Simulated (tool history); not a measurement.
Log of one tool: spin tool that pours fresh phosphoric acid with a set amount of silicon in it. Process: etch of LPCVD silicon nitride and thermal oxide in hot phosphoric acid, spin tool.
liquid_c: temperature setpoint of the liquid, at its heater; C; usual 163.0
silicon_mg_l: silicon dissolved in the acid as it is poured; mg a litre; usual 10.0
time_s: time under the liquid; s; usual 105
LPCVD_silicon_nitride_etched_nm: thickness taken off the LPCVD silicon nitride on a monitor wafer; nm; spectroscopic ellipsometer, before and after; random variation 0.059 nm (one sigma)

run   hour  liquid_c  silicon_mg_l  time_s  read-back film thickness of the LPCVD silicon nitride reference wafer, read on the same gauge (nm)  LPCVD_silicon_nitride_etched_nm
  1    0.0     163.0          10.0     105                                                                                              150.02                             9.27
  2   15.1     163.0          10.0     105                                                                                              150.00                             9.38
  3   50.0     163.0          10.0     105                                                                                              150.01                             9.40
  4   71.5     163.0          10.0     105                                                                                              149.98                             9.39
  5  102.2     163.0          10.0     105                                                                                              150.00                             9.38
  6  135.5     163.0          10.0     105                                                                                              149.99                             9.33
  7  166.0     163.0          10.0     105                                                                                              149.94                             9.39
  8  185.9     163.0          10.0     105                                                                                              150.03                             9.43
  9  216.9     163.0           8.5     105                                                                                              149.98                             9.33
     218.7  -- heated supply line repaired
     231.6  -- dissolved silicon flow meter replaced
 10  251.4     163.0           8.5     105                                                                                              150.02                            10.65
     258.7  -- gauge calibrated
 11  273.7     163.0           8.0     105                                                                                              150.00                            10.60
 12  298.9     160.5           8.0     105                                                                                              149.94                             9.79
 13  316.6     161.0          17.0      60                                                                                              149.98                             5.73
 14  346.4     163.0          10.0     105                                                                                              150.05                            10.68
 15  364.9     165.5          10.0     155                                                                                              150.00                            17.25
 16  382.9     163.0          10.0      80                                                                                              150.01                             8.11
     388.3  -- thermometer replaced
 17  413.7     163.0          10.0     105                                                                                              149.96                             9.85

Forecast run 18:
 18  444.6     163.0          10.0     105                                                                                                   ?                                ?

{"run 18": {"read-back film thickness of the LPCVD silicon nitride reference wafer, read on the same gauge (nm)": 149.99, "LPCVD_silicon_nitride_etched_nm": 9.81}}
Without the tool's hidden state the same run would have given LPCVD_silicon_nitride_etched_nm 10.02 nm.
